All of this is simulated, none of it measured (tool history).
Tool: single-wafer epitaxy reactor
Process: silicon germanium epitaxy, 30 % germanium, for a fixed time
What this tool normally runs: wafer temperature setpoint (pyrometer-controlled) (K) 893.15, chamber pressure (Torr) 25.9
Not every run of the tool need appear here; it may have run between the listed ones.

run	hour	wafer temperature setpoint (pyrometer-controlled) (K)	chamber pressure (Torr)	read-back reference wafer on the same gauge, thickness_nm	mean film thickness on the monitor wafer (nm)
1	0	893.15	25.9	108.167	88.573
2	10.6	893.15	25.9	108.116	89.256
3	22.9	893.15	25.9	108.183	88.817
4	72.6	893.15	25.9	108.09	88.379
5	82.4	893.15	25.9	107.99	88.762
6	91.7	893.15	21	108.04	79.649
7	137	893.15	21	108.141	79.313
8	149.9	889.15	25.9	108.112	81.542
9	162.4	889.15	25.9	108.044	81.611
10	185.4	893.15	25.9	108.272	91.454
11	197	893.15	29.4	108.044	99.703
12	207.1	893.15	25.9	108.075	91.616
13	222.3	900.15	25.9	108.115	104.674
14	229	893.15	25.9	108.056	91.244
15	236.5	908.15	25.9	107.932	122.475
16	243.6	898.15	21.7	108.198	87.357
17	256.6	893.15	25.9	108.218	91.049
18	271.3	882.15	25.9	108.103	72.611
19	283.2	886.15	23.8	108.072	74.06
20	300.1	893.15	32.2	108.067	105.636
21	313.9	893.15	25.9	108.164	91.443
22	325.9	882.15	20.7	108.125	60.674
23	335.8	879.15	22.4	108.201	60.931
24	346.1	893.15	20.4	108.146	74.285
25	363.9	893.15	25.9	108.079	91.199
26	380.1	899.15	21.3	108.074	87.333

Removed from this log: 4 entries logged between the listed runs. Between which two listed runs does each belong, and how does the tool's hidden state at the listed run before it compare with that at the listed run after it?
From run 9 to run 10: pyrometer calibrated (hour 184.9)
  wafer temperature above the value expected at the setpoint (K): -1.94 -> -0.254
  measured value less the no-hidden-state value, mean film thickness on the monitor wafer (nm): -3.258 -> -0.463
From run 10 to run 11: showerhead replaced, of another model than before (hour 196.5)
  no difference in the tool's unlogged condition between these two runs
  measured value less the no-hidden-state value, mean film thickness on the monitor wafer (nm): -0.463 -> -0.505
From run 17 to run 18: capacitance manometer re-zeroed and calibrated (hour 266.5)
  wafer temperature above the value expected at the setpoint (K): -0.258 -> -0.26
  measured value less the no-hidden-state value, mean film thickness on the monitor wafer (nm): -0.469 -> -0.388
From run 18 to run 19: gauge calibrated (hour 277.8)
  wafer temperature above the value expected at the setpoint (K): -0.26 -> -0.262
  measured value less the no-hidden-state value, mean film thickness on the monitor wafer (nm): -0.388 -> -0.395

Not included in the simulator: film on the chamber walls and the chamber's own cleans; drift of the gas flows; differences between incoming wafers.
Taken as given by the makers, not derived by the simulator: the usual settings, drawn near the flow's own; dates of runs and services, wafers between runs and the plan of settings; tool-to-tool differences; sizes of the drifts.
